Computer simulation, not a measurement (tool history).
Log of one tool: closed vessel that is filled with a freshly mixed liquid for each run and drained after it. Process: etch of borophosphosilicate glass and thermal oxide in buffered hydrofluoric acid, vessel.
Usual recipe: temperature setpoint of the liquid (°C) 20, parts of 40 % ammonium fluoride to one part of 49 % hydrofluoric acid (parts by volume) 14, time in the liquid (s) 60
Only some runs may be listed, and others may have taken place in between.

run,hour,temperature setpoint of the liquid (°C),parts of 40 % ammonium fluoride to one part of 49 % hydrofluoric acid (parts by volume),time in the liquid (s),"read-back film thickness of the borophosphosilicate glass reference wafer, read on the same gauge (nm)","read-back film thickness of the thermal oxide reference wafer, read on the same gauge (nm)",thickness taken off the borophosphosilicate glass on a monitor wafer (angstrom),thickness taken off the thermal oxide on a monitor wafer (angstrom)
1,0,20,14,60,100.02,29.99,526.3,417.4
2,38.6,20,14,60,100.03,30.02,519.9,410.6
3,125.9,20,14,45,100.01,30.01,384.9,310.3
4,202.8,20,14,45,99.96,30.02,380.3,306.5
5,261.9,20,14,45,100.01,30.06,384.9,305.7
6,317.7,20,14,60,100.03,29.99,514,402.9
7,369.7,20,14,60,100,29.96,512.5,404.2
8,455,20,14,60,100.06,29.98,505.1,400
9,550.1,20,14,60,100.04,29.99,568.6,454.8
10,606.6,20,17,60,99.99,30,477.9,373
11,651.1,22.5,17,60,100.04,30,545.7,426
12,727.3,20,10.5,30,100.04,29.99,369.4,302.5
13,816.9,22.5,14,60,99.94,30.01,658.1,508.8
14,882.3,24.5,12.5,85,100,30.01,1122.7,898.1

Taken out of this log: 4 entries between the listed runs. Where each belongs, and how the hidden state differs across it:
Run 6 -> run 7: gauge calibrated (hour 352.8)
  liquid colder than its thermometer reads (K): 2.45 -> 2.52
  the result without the hidden state subtracted from the measured one, thickness taken off the borophosphosilicate glass on a monitor wafer (angstrom): -75.4 -> -77.4; thickness taken off the thermal oxide on a monitor wafer (angstrom): -59.8 -> -61.8
Run 8 -> run 9: thermometer replaced (hour 478.1)
  liquid colder than its thermometer reads (K): 2.62 -> 0.393
  the result without the hidden state subtracted from the measured one, thickness taken off the borophosphosilicate glass on a monitor wafer (angstrom): -79.5 -> -12.4; thickness taken off the thermal oxide on a monitor wafer (angstrom): -63.8 -> -10.1
Run 10 -> run 11: hydrofluoric acid flow meter replaced (hour 649.2)
  liquid colder than its thermometer reads (K): 0.461 -> 0.514
  the result without the hidden state subtracted from the measured one, thickness taken off the borophosphosilicate glass on a monitor wafer (angstrom): -12.3 -> -15.4; thickness taken off the thermal oxide on a monitor wafer (angstrom): -9.7 -> -12.1
Run 13 -> run 14: gauge calibrated (hour 857.4)
  liquid colder than its thermometer reads (K): 0.711 -> 0.788
  the result without the hidden state subtracted from the measured one, thickness taken off the borophosphosilicate glass on a monitor wafer (angstrom): -26 -> -48.9; thickness taken off the thermal oxide on a monitor wafer (angstrom): -20.4 -> -39.5
